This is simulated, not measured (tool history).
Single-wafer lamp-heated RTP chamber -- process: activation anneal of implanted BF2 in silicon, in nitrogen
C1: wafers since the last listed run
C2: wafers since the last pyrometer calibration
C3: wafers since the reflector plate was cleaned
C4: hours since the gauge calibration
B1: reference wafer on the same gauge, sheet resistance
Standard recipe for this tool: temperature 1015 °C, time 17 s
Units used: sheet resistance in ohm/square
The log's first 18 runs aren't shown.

{"run": 19, "hour": 252.5, "temperature": 1034, "time": 13, "C1": 176, "C2": 1199, "C3": 700, "C4": 444.4, "B1": 297.12, "sheet resistance": 256.85}
{"run": 20, "hour": 264.1, "temperature": 1041, "time": 9, "C1": 197, "C2": 1396, "C3": 897, "C4": 456.0, "B1": 296.97, "sheet resistance": 259.78}
{"run": 21, "hour": 270.9, "temperature": 1036, "time": 17, "C1": 115, "C2": 1512, "C3": 1013, "C4": 462.8, "B1": 297.0, "sheet resistance": 245.23}
{"hour": 279.4, "done": "pyrometer window cleaned and pyrometer calibrated"}
{"run": 22, "hour": 280.4, "temperature": 1015, "time": 17, "C1": 25, "C2": 17, "C3": 1038, "C4": 472.3, "B1": 296.93, "sheet resistance": 272.28}
{"run": 23, "hour": 295.6, "temperature": 995, "time": 11, "C1": 258, "C2": 275, "C3": 1296, "C4": 487.5, "B1": 296.29, "sheet resistance": 303.1}
{"run": 24, "hour": 327.3, "temperature": 989, "time": 14, "C1": 538, "C2": 814, "C3": 1835, "C4": 519.2, "B1": 297.33, "sheet resistance": 300.41}
{"run": 25, "hour": 336.6, "temperature": 998, "time": 13, "C1": 158, "C2": 972, "C3": 1993, "C4": 528.5, "B1": 296.78, "sheet resistance": 292.08}
{"run": 26, "hour": 352.2, "temperature": 1037, "time": 22, "C1": 265, "C2": 1237, "C3": 2258, "C4": 544.1, "B1": 297.39, "sheet resistance": 244.78}
{"hour": 368.6, "done": "gauge calibrated"}
{"hour": 391.7, "done": "pyrometer window cleaned and pyrometer calibrated"}
{"hour": 396.5, "done": "reflector plate cleaned"}
{"run": 27, "hour": 397.0, "temperature": 1015, "time": 13, "C1": 543, "C2": 8, "C3": 8, "C4": 28.4, "B1": 297.27, "sheet resistance": 276.75}
{"run": 28, "hour": 413.4, "temperature": 1024, "time": 8, "C1": 278, "C2": 286, "C3": 286, "C4": 44.8, "B1": 296.75, "sheet resistance": 278.7}
{"run": 29, "hour": 428.4, "temperature": 1015, "time": 11, "C1": 254, "C2": 541, "C3": 541, "C4": 59.8, "B1": 296.61, "sheet resistance": 279.89}
{"run": 30, "hour": 437.3, "temperature": 985, "time": 27, "C1": 151, "C2": 692, "C3": 692, "C4": 68.7, "B1": 296.76, "sheet resistance": 290.81}
{"run": 31, "hour": 450.3, "temperature": 1037, "time": 24, "C1": 220, "C2": 913, "C3": 913, "C4": 81.7, "B1": 296.73, "sheet resistance": 243.92}
{"run": 32, "hour": 460.8, "temperature": 1015, "time": 14, "C1": 178, "C2": 1092, "C3": 1092, "C4": 92.2, "B1": 297.09, "sheet resistance": 273.2}
{"run": 33, "hour": 469.4, "temperature": 1015, "time": 17, "C1": 146, "C2": 1238, "C3": 1238, "C4": 100.8, "B1": 296.53, "sheet resistance": 268.68}
{"hour": 492.9, "done": "pyrometer window cleaned and pyrometer calibrated"}
{"run": 34, "hour": 493.4, "temperature": 1002, "time": 17, "C1": 271, "C2": 8, "C3": 1510, "C4": 124.8, "B1": 297.24, "sheet resistance": 282.26}
{"run": 35, "hour": 502.2, "temperature": 998, "time": 24, "C1": 149, "C2": 157, "C3": 1659, "C4": 133.6, "B1": 296.88, "sheet resistance": 278.52}
{"run": 36, "hour": 519.1, "temperature": 1015, "time": 17, "C1": 287, "C2": 444, "C3": 1946, "C4": 150.5, "B1": 296.81, "sheet resistance": 272.77}

5 ways to go on from here, each from the tool as it stands after run 36. What would each give?
{"run": "A", "hour": 519.5, "temperature": 999, "time": 17, "C1": 6, "C2": 451, "C3": 1953, "C4": 150.9, "B1": "?", "sheet resistance": "?"}
{"run": "B", "hour": 519.5, "temperature": 1026, "time": 13, "C1": 6, "C2": 451, "C3": 1953, "C4": 150.9, "B1": "?", "sheet resistance": "?"}
{"run": "C", "hour": 519.5, "temperature": 988, "time": 27, "C1": 6, "C2": 451, "C3": 1953, "C4": 150.9, "B1": "?", "sheet resistance": "?"}
{"run": "D", "hour": 519.5, "temperature": 1033, "time": 14, "C1": 6, "C2": 451, "C3": 1953, "C4": 150.9, "B1": "?", "sheet resistance": "?"}
{"run": "E", "hour": 519.5, "temperature": 1015, "time": 22, "C1": 6, "C2": 451, "C3": 1953, "C4": 150.9, "B1": "?", "sheet resistance": "?"}

run=A B1=297.62 sheet_resistance=285.45
run=B B1=297.62 sheet_resistance=268.71
run=C B1=297.62 sheet_resistance=286.20
run=D B1=297.62 sheet_resistance=261.46
run=E B1=297.62 sheet_resistance=266.63
Stripped of hidden state, with their random variation kept, the same runs would have yielded:
run=A sheet_resistance=286.51
run=B sheet_resistance=269.53
run=C sheet_resistance=287.49
run=D sheet_resistance=262.29
run=E sheet_resistance=267.42
